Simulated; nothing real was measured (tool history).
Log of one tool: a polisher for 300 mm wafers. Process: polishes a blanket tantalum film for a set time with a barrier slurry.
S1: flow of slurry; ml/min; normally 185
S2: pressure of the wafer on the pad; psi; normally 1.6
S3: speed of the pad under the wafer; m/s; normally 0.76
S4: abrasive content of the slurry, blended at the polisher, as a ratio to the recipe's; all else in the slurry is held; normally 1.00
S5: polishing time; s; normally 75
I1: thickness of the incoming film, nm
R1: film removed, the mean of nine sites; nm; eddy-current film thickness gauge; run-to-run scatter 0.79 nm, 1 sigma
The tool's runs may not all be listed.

run,hour,S1,S2,S3,S4,S5,I1,R1
1,0.0,185,1.6,0.76,1.00,75,219.4,63.7
2,10.5,185,1.6,0.76,1.00,75,219.6,59.7
3,17.3,185,1.6,0.76,1.10,75,221.9,63.9
4,30.6,185,1.6,0.76,1.10,75,219.3,62.9
5,36.7,185,1.6,0.76,1.00,80,222.5,63.9
6,44.9,185,1.6,0.76,1.00,75,221.3,59.1
# hour 49.9: worn pad replaced by a new one
# hour 59.1: head pressure recalibrated
7,59.7,185,1.6,0.76,1.00,75,221.4,59.3
8,71.7,185,1.6,0.76,1.00,75,216.6,58.7
9,82.4,155,1.6,0.76,1.00,75,218.4,57.7
10,96.0,185,1.6,0.76,1.20,88,216.4,71.5
# hour 97.3: slurry nozzle cleaned
# hour 105.2: worn pad replaced by a new one
11,108.6,165,1.8,0.76,1.25,95,219.8,86.0
12,117.7,210,1.3,0.76,1.00,75,222.9,47.1
13,130.2,185,1.6,0.76,1.30,75,223.4,61.4
14,140.4,185,1.6,0.76,1.00,75,221.8,55.3
# hour 144.3: slurry blender recalibrated
15,156.0,185,1.6,0.76,1.00,75,219.3,61.3
16,164.3,120,1.6,0.66,1.00,60,220.6,39.2
# hour 174.6: worn pad replaced by a new one
17,175.2,210,1.3,0.76,1.00,75,221.8,49.0
18,186.0,185,1.6,0.94,1.00,84,221.9,80.7

Below, each run's measurement less what the same run would have read without the hidden state. Both values contain the same run-to-run variation, but the gauge's scatter may not be the same in both:
The hidden state here: removal rate lost through wear of the pad, %; slurry flow missing at the pad, %; deviation of the head's pressure from its setpoint, %; abrasive missing from the slurry, %.
run,R1
1,-1.3
2,-2.1
3,-2.6
4,-3.5
5,-4.3
6,-4.4
7,-5.2
8,-5.7
9,-6.0
10,-7.0
11,-8.6
12,-5.6
13,-6.3
14,-6.9
15,-1.9
16,-1.7
17,-2.9
18,-5.9
